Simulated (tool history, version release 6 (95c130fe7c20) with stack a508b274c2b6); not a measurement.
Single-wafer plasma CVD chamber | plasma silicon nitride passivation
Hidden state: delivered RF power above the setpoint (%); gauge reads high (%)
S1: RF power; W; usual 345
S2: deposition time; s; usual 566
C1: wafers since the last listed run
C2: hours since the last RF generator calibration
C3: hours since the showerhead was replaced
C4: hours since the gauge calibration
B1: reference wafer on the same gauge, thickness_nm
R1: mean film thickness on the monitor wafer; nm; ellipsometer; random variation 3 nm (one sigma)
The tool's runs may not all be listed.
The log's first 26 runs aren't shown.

{"run": 27, "hour": 1577.3, "S1": 380, "S2": 521, "C1": 212, "C2": 1555.8, "C3": 555.7, "C4": 655.8, "B1": 721.368, "R1": 679.276}
{"run": 28, "hour": 1606.2, "S1": 365, "S2": 566, "C1": 99, "C2": 1584.7, "C3": 584.6, "C4": 684.7, "B1": 720.63, "R1": 723.427}
{"run": 29, "hour": 1645.9, "S1": 300, "S2": 597, "C1": 136, "C2": 1624.4, "C3": 624.3, "C4": 724.4, "B1": 720.529, "R1": 691.143}
{"run": 30, "hour": 1684.0, "S1": 310, "S2": 455, "C1": 130, "C2": 1662.5, "C3": 662.4, "C4": 762.5, "B1": 720.367, "R1": 538.538}
{"hour": 1750.2, "done": "RF generator calibrated"}
{"run": 31, "hour": 1750.7, "S1": 345, "S2": 566, "C1": 201, "C2": 0.5, "C3": 729.1, "C4": 829.2, "B1": 718.892, "R1": 708.288}
{"run": 32, "hour": 1775.3, "S1": 310, "S2": 470, "C1": 84, "C2": 25.1, "C3": 753.7, "C4": 853.8, "B1": 719.391, "R1": 555.711}
{"run": 33, "hour": 1820.9, "S1": 295, "S2": 676, "C1": 156, "C2": 70.7, "C3": 799.3, "C4": 899.4, "B1": 718.286, "R1": 777.93}
{"run": 34, "hour": 1864.8, "S1": 345, "S2": 566, "C1": 150, "C2": 114.6, "C3": 843.2, "C4": 943.3, "B1": 717.708, "R1": 704.934}
{"run": 35, "hour": 1898.4, "S1": 380, "S2": 463, "C1": 115, "C2": 148.2, "C3": 876.8, "C4": 976.9, "B1": 718.015, "R1": 599.163}
{"run": 36, "hour": 1949.7, "S1": 300, "S2": 677, "C1": 175, "C2": 199.5, "C3": 928.1, "C4": 1028.2, "B1": 717.331, "R1": 781.795}
{"run": 37, "hour": 1980.7, "S1": 315, "S2": 522, "C1": 106, "C2": 230.5, "C3": 959.1, "C4": 1059.2, "B1": 717.09, "R1": 619.362}
{"run": 38, "hour": 2016.0, "S1": 380, "S2": 506, "C1": 121, "C2": 265.8, "C3": 994.4, "C4": 1094.5, "B1": 716.695, "R1": 652.826}
{"run": 39, "hour": 2073.9, "S1": 275, "S2": 531, "C1": 198, "C2": 323.7, "C3": 1052.3, "C4": 1152.4, "B1": 716.282, "R1": 584.813}
{"run": 40, "hour": 2111.7, "S1": 410, "S2": 566, "C1": 129, "C2": 361.5, "C3": 1090.1, "C4": 1190.2, "B1": 715.925, "R1": 757.017}
{"run": 41, "hour": 2160.3, "S1": 410, "S2": 472, "C1": 166, "C2": 410.1, "C3": 1138.7, "C4": 1238.8, "B1": 714.998, "R1": 628.745}
{"run": 42, "hour": 2206.3, "S1": 345, "S2": 566, "C1": 157, "C2": 456.1, "C3": 1184.7, "C4": 1284.8, "B1": 714.569, "R1": 695.972}

Forecast each of these 3 alternatives for the next run:
{"run": "A", "hour": 2206.9, "S1": 345, "S2": 604, "C1": 2, "C2": 456.7, "C3": 1185.3, "C4": 1285.4, "B1": "?", "R1": "?"}
{"run": "B", "hour": 2206.9, "S1": 325, "S2": 469, "C1": 2, "C2": 456.7, "C3": 1185.3, "C4": 1285.4, "B1": "?", "R1": "?"}
{"run": "C", "hour": 2206.9, "S1": 285, "S2": 499, "C1": 2, "C2": 456.7, "C3": 1185.3, "C4": 1285.4, "B1": "?", "R1": "?"}

run=A B1=715.387 R1=752.445
run=B B1=715.387 R1=568.305
run=C B1=715.387 R1=566.891
Without the tool's hidden state the same runs would have given:
run=A R1=773.402
run=B R1=584.134
run=C R1=582.680
